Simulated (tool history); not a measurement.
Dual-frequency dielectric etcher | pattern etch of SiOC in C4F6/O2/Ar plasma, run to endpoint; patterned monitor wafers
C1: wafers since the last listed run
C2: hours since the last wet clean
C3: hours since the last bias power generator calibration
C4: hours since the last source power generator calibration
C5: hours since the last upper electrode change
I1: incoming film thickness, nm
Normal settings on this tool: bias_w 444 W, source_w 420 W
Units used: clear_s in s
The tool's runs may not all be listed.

run 1 hour=0.0 | bias_w=444 source_w=420 | C1=0 C2=143.3 C3=943.5 C4=2379.4 C5=3097.1 | I1=30.09 | clear_s=10.5
run 2 hour=36.0 | bias_w=444 source_w=420 | C1=463 C2=179.3 C3=979.5 C4=2415.4 C5=3133.1 | I1=29.86 | clear_s=10.5
run 3 hour=134.0 | bias_w=444 source_w=420 | C1=1260 C2=277.3 C3=1077.5 C4=2513.4 C5=3231.1 | I1=29.82 | clear_s=10.3
run 4 hour=201.4 | bias_w=444 source_w=420 | C1=867 C2=344.7 C3=1144.9 C4=2580.8 C5=3298.5 | I1=29.90 | clear_s=10.4
-- hour=291.4 wet clean of the chamber
run 5 hour=291.9 | bias_w=421 source_w=420 | C1=855 C2=0.5 C3=1235.4 C4=2671.3 C5=3389.0 | I1=29.71 | clear_s=11.5
run 6 hour=334.5 | bias_w=524 source_w=420 | C1=548 C2=43.1 C3=1278.0 C4=2713.9 C5=3431.6 | I1=30.02 | clear_s=10.7
run 7 hour=439.6 | bias_w=524 source_w=420 | C1=1352 C2=148.2 C3=1383.1 C4=2819.0 C5=3536.7 | I1=29.80 | clear_s=10.5
-- hour=527.6 wet clean of the chamber, repeated, since the last time left the tool worse
run 8 hour=529.7 | bias_w=524 source_w=420 | C1=850 C2=2.1 C3=1473.2 C4=2909.1 C5=3626.8 | I1=29.80 | clear_s=9.9
run 9 hour=617.9 | bias_w=444 source_w=450 | C1=1134 C2=90.3 C3=1561.4 C4=2997.3 C5=3715.0 | I1=29.66 | clear_s=10.0
run 10 hour=703.6 | bias_w=472 source_w=490 | C1=1102 C2=176.0 C3=1647.1 C4=3083.0 C5=3800.7 | I1=30.03 | clear_s=9.6
-- hour=753.2 source power generator calibrated
-- hour=768.6 upper electrode replaced
run 11 hour=797.7 | bias_w=377 source_w=420 | C1=961 C2=270.1 C3=1741.2 C4=44.5 C5=29.1 | I1=29.59 | clear_s=10.9
-- hour=867.0 wet clean of the chamber
run 12 hour=867.5 | bias_w=444 source_w=420 | C1=589 C2=0.5 C3=1811.0 C4=114.3 C5=98.9 | I1=29.61 | clear_s=10.5
run 13 hour=936.6 | bias_w=495 source_w=420 | C1=889 C2=69.6 C3=1880.1 C4=183.4 C5=168.0 | I1=29.50 | clear_s=10.1
run 14 hour=1020.5 | bias_w=444 source_w=490 | C1=1079 C2=153.5 C3=1964.0 C4=267.3 C5=251.9 | I1=29.91 | clear_s=9.8
run 15 hour=1060.1 | bias_w=444 source_w=490 | C1=509 C2=193.1 C3=2003.6 C4=306.9 C5=291.5 | I1=29.73 | clear_s=9.6
run 16 hour=1153.6 | bias_w=500 source_w=500 | C1=1202 C2=286.6 C3=2097.1 C4=400.4 C5=385.0 | I1=29.57 | clear_s=9.2
-- hour=1228.5 wet clean of the chamber
run 17 hour=1245.6 | bias_w=547 source_w=490 | C1=874 C2=17.1 C3=2189.1 C4=492.4 C5=477.0 | I1=29.58 | clear_s=9.0
-- hour=1263.7 bias power generator calibrated
-- hour=1576.6 wet clean of the chamber
run 18 hour=1577.1 | bias_w=444 source_w=420 | C1=3904 C2=0.5 C3=313.4 C4=823.9 C5=808.5 | I1=29.76 | clear_s=10.7
run 19 hour=1598.6 | bias_w=488 source_w=350 | C1=276 C2=22.0 C3=334.9 C4=845.4 C5=830.0 | I1=29.68 | clear_s=11.2
run 20 hour=1667.9 | bias_w=505 source_w=420 | C1=891 C2=91.3 C3=404.2 C4=914.7 C5=899.3 | I1=29.86 | clear_s=10.1

Below are 3 alternative next runs, each starting from the tool's condition after run 20. Predict each:
run A hour=1668.3 | bias_w=378 source_w=420 | C1=5 C2=91.7 C3=404.6 C4=915.1 C5=899.7 | I1=29.81 | clear_s=?
run B hour=1668.3 | bias_w=497 source_w=420 | C1=5 C2=91.7 C3=404.6 C4=915.1 C5=899.7 | I1=29.81 | clear_s=?
run C hour=1668.3 | bias_w=515 source_w=500 | C1=5 C2=91.7 C3=404.6 C4=915.1 C5=899.7 | I1=29.81 | clear_s=?

run=A clear_s=11.2
run=B clear_s=10.1
run=C clear_s=9.2
Without the tool's hidden state the same runs would have given:
run=A clear_s=11.3
run=B clear_s=10.1
run=C clear_s=9.3
